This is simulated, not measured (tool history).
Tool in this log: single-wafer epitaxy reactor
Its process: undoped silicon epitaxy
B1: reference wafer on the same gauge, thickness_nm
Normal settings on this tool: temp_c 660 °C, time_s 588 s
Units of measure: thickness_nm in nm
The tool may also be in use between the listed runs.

run 1 hour=0.0 | temp_c=663 time_s=588 | B1=114.759 | thickness_nm=126.150
run 2 hour=49.6 | temp_c=663 time_s=588 | B1=114.987 | thickness_nm=126.643
run 3 hour=96.0 | temp_c=660 time_s=588 | B1=114.927 | thickness_nm=118.137
run 4 hour=166.4 | temp_c=660 time_s=588 | B1=115.031 | thickness_nm=118.676
run 5 hour=225.1 | temp_c=660 time_s=658 | B1=114.882 | thickness_nm=132.120
run 6 hour=487.6 | temp_c=660 time_s=658 | B1=115.001 | thickness_nm=134.450
run 7 hour=548.3 | temp_c=660 time_s=658 | B1=114.891 | thickness_nm=133.839
run 8 hour=638.6 | temp_c=660 time_s=588 | B1=114.882 | thickness_nm=119.744
run 9 hour=802.3 | temp_c=660 time_s=588 | B1=114.928 | thickness_nm=121.951
run 10 hour=861.6 | temp_c=660 time_s=588 | B1=114.938 | thickness_nm=120.500
run 11 hour=959.7 | temp_c=660 time_s=588 | B1=115.241 | thickness_nm=122.259
run 12 hour=1023.2 | temp_c=655 time_s=556 | B1=115.117 | thickness_nm=104.091
run 13 hour=1088.7 | temp_c=655 time_s=556 | B1=115.228 | thickness_nm=104.716
-- hour=1125.5 gauge calibrated
run 14 hour=1177.2 | temp_c=660 time_s=666 | B1=115.017 | thickness_nm=138.151
run 15 hour=1228.6 | temp_c=654 time_s=526 | B1=115.110 | thickness_nm=97.046
run 16 hour=1265.2 | temp_c=654 time_s=526 | B1=115.112 | thickness_nm=97.380
run 17 hour=1361.5 | temp_c=654 time_s=652 | B1=115.031 | thickness_nm=120.125
run 18 hour=1445.8 | temp_c=655 time_s=556 | B1=115.013 | thickness_nm=105.650
run 19 hour=1500.7 | temp_c=653 time_s=491 | B1=114.980 | thickness_nm=90.335
run 20 hour=1585.5 | temp_c=653 time_s=676 | B1=114.888 | thickness_nm=123.750
run 21 hour=1652.1 | temp_c=654 time_s=538 | B1=115.077 | thickness_nm=100.882
run 22 hour=1731.9 | temp_c=669 time_s=588 | B1=115.040 | thickness_nm=150.026
run 23 hour=1770.4 | temp_c=669 time_s=588 | B1=115.025 | thickness_nm=151.506
run 24 hour=1827.4 | temp_c=669 time_s=633 | B1=115.038 | thickness_nm=162.649
-- hour=1881.2 pyrometer calibrated
run 25 hour=1892.7 | temp_c=654 time_s=645 | B1=115.218 | thickness_nm=114.302
run 26 hour=1967.1 | temp_c=665 time_s=630 | B1=115.044 | thickness_nm=138.979
run 27 hour=2070.3 | temp_c=660 time_s=588 | B1=115.058 | thickness_nm=117.447
run 28 hour=2129.1 | temp_c=671 time_s=619 | B1=115.135 | thickness_nm=155.849
run 29 hour=2190.3 | temp_c=650 time_s=493 | B1=114.849 | thickness_nm=79.838
run 30 hour=2257.2 | temp_c=648 time_s=487 | B1=115.152 | thickness_nm=75.919
run 31 hour=2341.3 | temp_c=666 time_s=588 | B1=114.902 | thickness_nm=134.676
run 32 hour=2377.5 | temp_c=660 time_s=662 | B1=114.989 | thickness_nm=132.778
run 33 hour=2485.1 | temp_c=660 time_s=588 | B1=115.034 | thickness_nm=117.906

Had the tool no unlogged condition, and each run kept its random variation, what would the results have been?
The hidden state here: wafer temperature above the value expected at the setpoint (K); gauge reads high (%).
run=1 thickness_nm=125.602
run=2 thickness_nm=126.006
run=3 thickness_nm=117.459
run=4 thickness_nm=117.864
run=5 thickness_nm=131.085
run=6 thickness_nm=132.701
run=7 thickness_nm=131.914
run=8 thickness_nm=117.763
run=9 thickness_nm=119.412
run=10 thickness_nm=117.792
run=11 thickness_nm=119.159
run=12 thickness_nm=101.218
run=13 thickness_nm=101.606
run=14 thickness_nm=133.686
run=15 thickness_nm=93.698
run=16 thickness_nm=93.894
run=17 thickness_nm=115.402
run=18 thickness_nm=101.168
run=19 thickness_nm=86.293
run=20 thickness_nm=117.790
run=21 thickness_nm=95.755
run=22 thickness_nm=142.136
run=23 thickness_nm=143.291
run=24 thickness_nm=153.434
run=25 thickness_nm=114.972
run=26 thickness_nm=139.766
run=27 thickness_nm=118.088
run=28 thickness_nm=156.645
run=29 thickness_nm=80.238
run=30 thickness_nm=76.268
run=31 thickness_nm=135.186
run=32 thickness_nm=133.245
run=33 thickness_nm=118.192
